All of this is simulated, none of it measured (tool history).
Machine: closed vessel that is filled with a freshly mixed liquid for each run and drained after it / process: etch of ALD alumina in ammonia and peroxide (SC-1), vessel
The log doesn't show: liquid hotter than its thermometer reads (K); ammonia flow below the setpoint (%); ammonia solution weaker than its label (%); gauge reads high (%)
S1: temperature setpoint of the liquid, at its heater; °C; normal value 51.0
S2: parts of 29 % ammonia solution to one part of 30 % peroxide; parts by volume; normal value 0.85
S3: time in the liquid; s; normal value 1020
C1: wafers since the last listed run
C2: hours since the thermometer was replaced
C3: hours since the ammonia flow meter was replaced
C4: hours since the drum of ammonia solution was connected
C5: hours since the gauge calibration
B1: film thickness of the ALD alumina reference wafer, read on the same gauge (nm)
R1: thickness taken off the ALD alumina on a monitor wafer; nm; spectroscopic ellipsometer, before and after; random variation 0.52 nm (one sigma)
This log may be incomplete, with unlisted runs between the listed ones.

| run | hour | S1 | S2 | S3 | C1 | C2 | C3 | C4 | C5 | B1 | R1 |
|---|---|---|---|---|---|---|---|---|---|---|---|
| 1 | 0.0 | 51.0 | 0.85 | 1020 | 0 | 1148.4 | 670.9 | 577.7 | 49.9 | 60.01 | 60.60 |
| 2 | 28.2 | 51.0 | 0.85 | 1020 | 1791 | 1176.6 | 699.1 | 605.9 | 78.1 | 60.00 | 61.20 |
| 3 | 53.7 | 51.0 | 0.85 | 1020 | 1620 | 1202.1 | 724.6 | 631.4 | 103.6 | 60.00 | 61.01 |
| 4 | 68.7 | 46.0 | 0.85 | 1020 | 952 | 1217.1 | 739.6 | 646.4 | 118.6 | 60.01 | 45.77 |
| 5 | 90.4 | 46.0 | 0.85 | 1020 | 1378 | 1238.8 | 761.3 | 668.1 | 140.3 | 60.01 | 45.87 |
| 6 | 124.2 | 51.0 | 0.85 | 1355 | 2147 | 1272.6 | 795.1 | 701.9 | 174.1 | 60.01 | 80.26 |
|  | 151.7 | ammonia flow meter replaced |
| 7 | 157.3 | 51.0 | 0.85 | 1355 | 2039 | 1305.7 | 5.6 | 735.0 | 207.2 | 59.98 | 81.44 |
| 8 | 180.0 | 51.0 | 1.05 | 1020 | 1442 | 1328.4 | 28.3 | 757.7 | 229.9 | 60.00 | 62.41 |
|  | 198.8 | new drum of ammonia solution connected |
| 9 | 216.0 | 51.0 | 0.85 | 1020 | 2223 | 1364.4 | 64.3 | 17.2 | 265.9 | 60.00 | 60.05 |
| 10 | 236.0 | 51.0 | 0.55 | 1020 | 1270 | 1384.4 | 84.3 | 37.2 | 285.9 | 60.00 | 58.78 |
|  | 238.1 | gauge calibrated |
| 11 | 253.4 | 60.0 | 1.00 | 1375 | 1105 | 1401.8 | 101.7 | 54.6 | 15.3 | 60.02 | 133.31 |
|  | 284.8 | thermometer replaced |
| 12 | 286.3 | 44.5 | 0.95 | 1255 | 2026 | 1.5 | 134.6 | 87.5 | 48.2 | 59.98 | 52.77 |
| 13 | 310.4 | 51.0 | 0.85 | 1020 | 1531 | 25.6 | 158.7 | 111.6 | 72.3 | 60.01 | 60.35 |
| 14 | 333.0 | 51.0 | 0.85 | 1020 | 1435 | 48.2 | 181.3 | 134.2 | 94.9 | 59.99 | 61.61 |
| 15 | 368.3 | 55.0 | 1.00 | 1570 | 2242 | 83.5 | 216.6 | 169.5 | 130.2 | 60.01 | 118.79 |
| 16 | 400.2 | 51.0 | 0.85 | 1410 | 2026 | 115.4 | 248.5 | 201.4 | 162.1 | 60.00 | 83.49 |

Describe how what the log doesn't record of the tool's condition differs between the last listed run preceding each entry between runs and the first listed run following it.
After run 6, before run 7: ammonia flow meter replaced (hour 151.7)
  no difference in the tool's unlogged condition between these two runs
After run 8, before run 9: new drum of ammonia solution connected (hour 198.8)
  no difference in the tool's unlogged condition between these two runs
After run 10, before run 11: gauge calibrated (hour 238.1)
  no difference in the tool's unlogged condition between these two runs
After run 11, before run 12: thermometer replaced (hour 284.8)
  no difference in the tool's unlogged condition between these two runs
